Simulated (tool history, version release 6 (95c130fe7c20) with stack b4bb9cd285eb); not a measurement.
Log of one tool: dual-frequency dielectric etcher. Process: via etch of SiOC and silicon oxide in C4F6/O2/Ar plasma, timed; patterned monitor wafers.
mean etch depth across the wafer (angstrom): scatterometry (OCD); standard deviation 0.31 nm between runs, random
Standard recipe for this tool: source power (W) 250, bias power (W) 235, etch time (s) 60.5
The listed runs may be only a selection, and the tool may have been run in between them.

run	hour	source power (W)	bias power (W)	etch time (s)	wafers since the last listed run	hours since the last wet clean	hours since the last source power generator calibration	hours since the last bias power generator calibration	hours since the last upper electrode change	hours since the gauge calibration	read-back reference wafer on the same gauge, depth_nm	mean etch depth across the wafer (angstrom)
1	0.0	290	235	60.5	0	238.2	992.1	2770.7	4550.2	613.9	52.0	622
# hour 19.6: gauge calibrated
2	42.9	250	235	60.5	531	281.1	1035.0	2813.6	4593.1	23.3	53.2	603
3	112.7	250	235	60.5	864	350.9	1104.8	2883.4	4662.9	93.1	52.8	590
4	219.4	250	235	60.5	1322	457.6	1211.5	2990.1	4769.6	199.8	52.6	590
# hour 250.1: wet clean of the chamber
5	279.0	250	235	60.5	441	28.9	1271.1	3049.7	4829.2	259.4	52.3	590
6	358.5	250	235	60.5	985	108.4	1350.6	3129.2	4908.7	338.9	52.1	587
7	449.7	250	235	60.5	1129	199.6	1441.8	3220.4	4999.9	430.1	52.0	594
8	557.1	230	235	60.5	1330	307.0	1549.2	3327.8	5107.3	537.5	52.0	566
9	635.0	250	278	70.5	965	384.9	1627.1	3405.7	5185.2	615.4	51.9	727
10	713.5	250	235	55.0	972	463.4	1705.6	3484.2	5263.7	693.9	52.0	526
# hour 743.1: wet clean of the chamber
# hour 793.2: bias power generator calibrated
11	800.0	210	262	71.0	724	56.9	1792.1	6.8	5350.2	780.4	51.9	661
# hour 803.8: gauge calibrated
# hour 884.9: source power generator calibrated
12	885.4	200	193	60.5	1008	142.3	0.5	92.2	5435.6	81.6	52.9	512
# hour 971.3: upper electrode replaced
13	974.9	250	235	50.0	811	231.8	90.0	181.7	3.6	171.1	52.6	495
14	1069.5	250	262	69.0	1172	326.4	184.6	276.3	98.2	265.7	52.3	695
15	1133.4	250	235	60.5	791	390.3	248.5	340.2	162.1	329.6	52.2	590
16	1221.6	250	235	60.5	1092	478.5	336.7	428.4	250.3	417.8	52.1	592
17	1312.6	250	260	60.5	1127	569.5	427.7	519.4	341.3	508.8	52.0	604

Across each entry between runs, compare the hidden state at the last listed run before it with the hidden state at the first listed run after it:
Between runs 1 and 2: gauge calibrated (hour 19.6)
  gauge reads high (%): -2.53 -> -0.294
  measured result minus the result with no hidden state, mean etch depth across the wafer (angstrom): -16 -> -2
Between runs 4 and 5: wet clean of the chamber (hour 250.1)
  gauge reads high (%): -1.71 -> -2
  measured result minus the result with no hidden state, mean etch depth across the wafer (angstrom): -10 -> -12
Between runs 10 and 11: wet clean of the chamber (hour 743.1); bias power generator calibrated (hour 793.2)
  gauge reads high (%): -2.83 -> -2.88
  measured result minus the result with no hidden state, mean etch depth across the wafer (angstrom): -15 -> -20
Between runs 11 and 12: gauge calibrated (hour 803.8); source power generator calibrated (hour 884.9)
  gauge reads high (%): -2.88 -> -0.964
  measured result minus the result with no hidden state, mean etch depth across the wafer (angstrom): -20 -> -5
Between runs 12 and 13: upper electrode replaced (hour 971.3)
  gauge reads high (%): -0.964 -> -1.63
  measured result minus the result with no hidden state, mean etch depth across the wafer (angstrom): -5 -> -8

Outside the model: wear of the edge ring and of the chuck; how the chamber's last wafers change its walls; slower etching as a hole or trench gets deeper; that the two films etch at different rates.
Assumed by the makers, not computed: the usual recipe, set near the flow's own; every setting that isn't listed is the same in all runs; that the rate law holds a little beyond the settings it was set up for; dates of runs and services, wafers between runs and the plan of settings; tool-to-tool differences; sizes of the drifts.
